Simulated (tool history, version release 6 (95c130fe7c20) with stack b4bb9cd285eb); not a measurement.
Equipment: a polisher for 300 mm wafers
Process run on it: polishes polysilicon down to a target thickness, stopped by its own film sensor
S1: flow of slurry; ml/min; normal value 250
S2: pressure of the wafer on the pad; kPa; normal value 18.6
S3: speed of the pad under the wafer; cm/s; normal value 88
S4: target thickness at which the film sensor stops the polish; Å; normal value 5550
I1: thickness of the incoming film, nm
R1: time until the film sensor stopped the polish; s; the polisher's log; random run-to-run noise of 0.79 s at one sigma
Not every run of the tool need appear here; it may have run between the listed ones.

Run 1, hour 0.0: usual settings but S4 6030 Å; I1 998.2. Result: R1 46.7 s.
At hour 21.3: head pressure recalibrated.
Run 2, hour 24.1: usual settings; I1 987.1. Result: R1 57.8 s.
Run 3, hour 43.1: usual settings; I1 991.1. Result: R1 56.7 s.
Run 4, hour 60.0: usual settings; I1 983.0. Result: R1 55.7 s.
Run 5, hour 84.6: usual settings; I1 973.0. Result: R1 56.3 s.
Run 6, hour 118.8: usual settings; I1 996.5. Result: R1 59.7 s.
At hour 126.8: worn pad replaced by a new one.
Run 7, hour 144.2: usual settings; I1 983.8. Result: R1 58.6 s.
At hour 148.9: slurry nozzle cleaned.
Run 8, hour 172.2: usual settings; I1 1005.6. Result: R1 57.7 s.
Run 9, hour 202.1: usual settings; I1 975.3. Result: R1 51.8 s.
Run 10, hour 221.1: usual settings but S4 4580 Å; I1 1001.2. Result: R1 68.4 s.
Run 11, hour 237.3: usual settings but S4 4580 Å; I1 993.1. Result: R1 68.4 s.
Run 12, hour 258.5: usual settings but S4 4580 Å; I1 975.6. Result: R1 64.9 s.
Run 13, hour 277.8: usual settings; I1 990.3. Result: R1 55.8 s.
Run 14, hour 291.2: usual settings but S4 4760 Å; I1 986.6. Result: R1 66.1 s.
At hour 320.1: worn pad replaced by a new one.
Run 15, hour 320.5: usual settings but S4 4760 Å; I1 1001.8. Result: R1 68.5 s.
Run 16, hour 353.4: usual settings but S4 4760 Å; I1 994.9. Result: R1 66.1 s.
Run 17, hour 385.0: usual settings; I1 987.0. Result: R1 54.7 s.
Run 18, hour 413.9: usual settings; I1 997.7. Result: R1 55.9 s.
Run 19, hour 430.4: usual settings but S1 170 ml/min, S2 20.7 kPa, S3 110 cm/s, S4 6400 Å; I1 980.4. Result: R1 32.9 s.
Run 20, hour 484.8: usual settings but S1 340 ml/min, S2 12.4 kPa, S3 62 cm/s, S4 6700 Å; I1 971.0. Result: R1 76.8 s.
Run 21, hour 509.6: usual settings; I1 998.3. Result: R1 55.4 s.
Run 22, hour 521.8: usual settings but S1 275 ml/min, S2 15.9 kPa, S3 114 cm/s, S4 5010 Å; I1 988.1. Result: R1 55.3 s.
At hour 545.9: worn pad replaced by a new one.
Run 23, hour 556.4: usual settings but S1 310 ml/min, S3 108 cm/s; I1 981.7. Result: R1 43.1 s.
Run 24, hour 571.1: usual settings but S4 4760 Å; I1 995.7. Result: R1 65.9 s.
Run 25, hour 602.1: usual settings but S1 200 ml/min; I1 976.4. Result: R1 56.3 s.
Run 26, hour 626.3: usual settings; I1 979.6. Result: R1 54.3 s.
Run 27, hour 649.5: usual settings but S1 175 ml/min, S2 20.7 kPa; I1 980.0. Result: R1 53.9 s.
Run 28, hour 672.4: usual settings but S2 24.1 kPa, S4 6610 Å; I1 988.0. Result: R1 32.3 s.
Run 29, hour 686.8: usual settings but S1 195 ml/min; I1 1004.3. Result: R1 62.7 s.
At hour 702.9: slurry nozzle cleaned.
At hour 715.7: head pressure recalibrated.
Run 30, hour 716.2: usual settings but S2 22.1 kPa, S3 96 cm/s; I1 987.9. Result: R1 43.5 s.
Run 31, hour 745.3: usual settings but S2 13.1 kPa, S3 100 cm/s; I1 975.9. Result: R1 66.3 s.
At hour 764.3: worn pad replaced by a new one.
Run 32, hour 779.5: usual settings but S1 165 ml/min; I1 999.0. Result: R1 61.1 s.
Run 33, hour 814.7: usual settings but S1 290 ml/min; I1 973.3. Result: R1 51.6 s.
Run 34, hour 832.6: usual settings but S1 290 ml/min, S2 13.1 kPa, S3 112 cm/s, S4 4350 Å; I1 987.3. Result: R1 76.8 s.
Run 35, hour 864.9: usual settings but S2 13.1 kPa; I1 981.7. Result: R1 79.6 s.
Run 36, hour 931.7: usual settings; I1 1004.5. Result: R1 56.5 s.
Run 37, hour 948.9: usual settings but S1 205 ml/min, S2 23.4 kPa, S3 110 cm/s, S4 6890 Å; I1 980.6. Result: R1 24.0 s.
At hour 968.4: worn pad replaced by a new one.
Run 38, hour 977.5: usual settings but S3 76 cm/s, S4 4320 Å; I1 993.4. Result: R1 81.1 s.

Measured minus without-hidden-state, run by run (identical run-to-run variation in each term; gauge scatter may differ):
Hidden conditions of the tool in this case: removal rate lost through wear of the pad, %; slurry flow missing at the pad, %; deviation of the head's pressure from its setpoint, %.
run    R1
  1  -3.6
  2  +2.3
  3  +2.6
  4  +2.8
  5  +3.2
  6  +4.1
  7  +4.5
  8  +0.1
  9  +0.1
 10  +0.0
 11  +0.0
 12  -0.1
 13  -0.1
 14  -0.2
 15  -0.3
 16  -0.4
 17  -0.3
 18  -0.4
 19  +0.1
 20  -1.2
 21  -0.4
 22  -0.5
 23  -0.6
 24  -0.2
 25  +0.9
 26  +0.3
 27  +2.4
 28  +0.6
 29  +3.2
 30  +0.1
 31  +0.3
 32  +0.4
 33  +0.2
 34  +0.2
 35  +0.3
 36  +0.2
 37  +0.2
 38  +0.4
